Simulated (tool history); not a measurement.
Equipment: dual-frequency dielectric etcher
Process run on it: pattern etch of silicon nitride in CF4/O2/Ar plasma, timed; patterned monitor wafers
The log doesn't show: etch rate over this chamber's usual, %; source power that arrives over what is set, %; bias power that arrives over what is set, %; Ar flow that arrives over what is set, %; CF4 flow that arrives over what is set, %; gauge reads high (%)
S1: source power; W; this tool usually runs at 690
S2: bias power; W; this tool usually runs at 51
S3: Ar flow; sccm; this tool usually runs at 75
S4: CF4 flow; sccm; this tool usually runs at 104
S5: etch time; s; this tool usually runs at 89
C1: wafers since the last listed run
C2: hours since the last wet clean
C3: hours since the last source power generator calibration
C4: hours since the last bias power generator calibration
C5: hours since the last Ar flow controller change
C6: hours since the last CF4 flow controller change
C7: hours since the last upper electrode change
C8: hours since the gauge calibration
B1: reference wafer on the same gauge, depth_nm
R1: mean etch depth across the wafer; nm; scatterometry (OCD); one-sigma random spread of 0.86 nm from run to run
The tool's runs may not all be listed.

| run | day | S1 | S2 | S3 | S4 | S5 | C1 | C2 | C3 | C4 | C5 | C6 | C7 | C8 | B1 | R1 |
|---|---|---|---|---|---|---|---|---|---|---|---|---|---|---|---|---|
| 1 | 0 | 690 | 40 | 89 | 104 | 78.5 | 0 | 424.3 | 3763.7 | 5071.8 | 4938.8 | 4659.8 | 4283 | 436 | 187.1 | 165.2 |
| 2 | 0.517 | 690 | 43 | 83 | 104 | 89 | 88 | 436.7 | 3776.1 | 5084.2 | 4951.2 | 4672.2 | 4295.4 | 448.4 | 187.3 | 193.3 |
| 3 | 0.779 | 690 | 51 | 75 | 104 | 89 | 45 | 443 | 3782.4 | 5090.5 | 4957.5 | 4678.5 | 4301.7 | 454.7 | 186.8 | 206.5 |
|  | 1.888 | upper electrode replaced |
| 4 | 1.908 | 690 | 51 | 75 | 104 | 89 | 22 | 470.1 | 3809.5 | 5117.6 | 4984.6 | 4705.6 | 0.5 | 481.8 | 187.1 | 204.3 |
| 5 | 1.921 | 820 | 51 | 63 | 119 | 111 | 2 | 470.4 | 3809.8 | 5117.9 | 4984.9 | 4705.9 | 0.8 | 482.1 | 186.8 | 312.1 |
| 6 | 2.275 | 690 | 51 | 75 | 104 | 89 | 60 | 478.9 | 3818.3 | 5126.4 | 4993.4 | 4714.4 | 9.3 | 490.6 | 186.7 | 204.6 |
| 7 | 2.867 | 690 | 51 | 88 | 86 | 81.5 | 101 | 493.1 | 3832.5 | 5140.6 | 5007.6 | 4728.6 | 23.5 | 504.8 | 186.9 | 180.5 |
| 8 | 3.379 | 530 | 43 | 75 | 126 | 97.5 | 87 | 505.4 | 3844.8 | 5152.9 | 5019.9 | 4740.9 | 35.8 | 517.1 | 186.9 | 168 |
|  | 3.388 | gauge calibrated |
|  | 3.9 | source power generator calibrated |
|  | 4.758 | wet clean of the chamber |
| 9 | 4.779 | 770 | 51 | 82 | 93 | 81.5 | 64 | 0.5 | 21.1 | 5186.5 | 5053.5 | 4774.5 | 69.4 | 33.4 | 187 | 216.9 |
| 10 | 4.792 | 690 | 40 | 75 | 127 | 89 | 2 | 0.8 | 21.4 | 5186.8 | 5053.8 | 4774.8 | 69.7 | 33.7 | 187.3 | 206.1 |
| 11 | 4.9 | 550 | 51 | 75 | 104 | 64.5 | 18 | 3.4 | 24 | 5189.4 | 5056.4 | 4777.4 | 72.3 | 36.3 | 186.8 | 127.1 |
|  | 5.371 | CF4 flow controller replaced |
|  | 5.554 | bias power generator calibrated |
| 12 | 5.575 | 580 | 51 | 60 | 119 | 89 | 44 | 19.6 | 40.2 | 0.5 | 5072.6 | 4.9 | 88.5 | 52.5 | 186.8 | 187.3 |
|  | 5.9 | Ar flow controller replaced |
| 13 | 6.45 | 690 | 51 | 75 | 104 | 89 | 107 | 40.6 | 61.2 | 21.5 | 13.2 | 25.9 | 109.5 | 73.5 | 187.1 | 216.5 |
| 14 | 6.804 | 690 | 42 | 75 | 104 | 89 | 60 | 49.1 | 69.7 | 30 | 21.7 | 34.4 | 118 | 82 | 187 | 200.7 |
| 15 | 7.542 | 690 | 51 | 75 | 104 | 97 | 126 | 66.8 | 87.4 | 47.7 | 39.4 | 52.1 | 135.7 | 99.7 | 186.9 | 233.7 |
| 16 | 7.904 | 530 | 51 | 75 | 104 | 78 | 62 | 75.5 | 96.1 | 56.4 | 48.1 | 60.8 | 144.4 | 108.4 | 186.9 | 145.9 |
| 17 | 8.575 | 690 | 51 | 82 | 118 | 89 | 115 | 91.6 | 112.2 | 72.5 | 64.2 | 76.9 | 160.5 | 124.5 | 186.8 | 218.8 |
| 18 | 9.625 | 850 | 58 | 75 | 129 | 89 | 180 | 116.8 | 137.4 | 97.7 | 89.4 | 102.1 | 185.7 | 149.7 | 187 | 284.5 |
| 19 | 10.262 | 750 | 62 | 75 | 125 | 89 | 109 | 132.1 | 152.7 | 113 | 104.7 | 117.4 | 201 | 165 | 186.7 | 257 |
| 20 | 10.95 | 690 | 51 | 75 | 104 | 99.5 | 117 | 148.6 | 169.2 | 129.5 | 121.2 | 133.9 | 217.5 | 181.5 | 187.2 | 240.4 |
| 21 | 11.346 | 790 | 51 | 75 | 104 | 96 | 67 | 158.1 | 178.7 | 139 | 130.7 | 143.4 | 227 | 191 | 187 | 263.6 |

4 options for the next run, each taken on its own from the tool as it stands now. Forecast them:
| A | 11.362 | 690 | 56 | 75 | 104 | 89 | 2 | 158.5 | 179.1 | 139.4 | 131.1 | 143.8 | 227.4 | 191.4 | ? | ? |
| B | 11.362 | 690 | 51 | 84 | 104 | 89 | 2 | 158.5 | 179.1 | 139.4 | 131.1 | 143.8 | 227.4 | 191.4 | ? | ? |
| C | 11.362 | 690 | 51 | 57 | 104 | 89 | 2 | 158.5 | 179.1 | 139.4 | 131.1 | 143.8 | 227.4 | 191.4 | ? | ? |
| D | 11.362 | 690 | 51 | 75 | 104 | 65 | 2 | 158.5 | 179.1 | 139.4 | 131.1 | 143.8 | 227.4 | 191.4 | ? | ? |

| run | B1 | R1 |
|---|---|---|
| A | 186.7 | 222.5 |
| B | 186.7 | 213.4 |
| C | 186.7 | 218 |
| D | 186.7 | 156.9 |
With no hidden state in the tool, these same runs would have given:
| run | R1 |
|---|---|
| A | 224 |
| B | 214.9 |
| C | 219.5 |
| D | 158 |
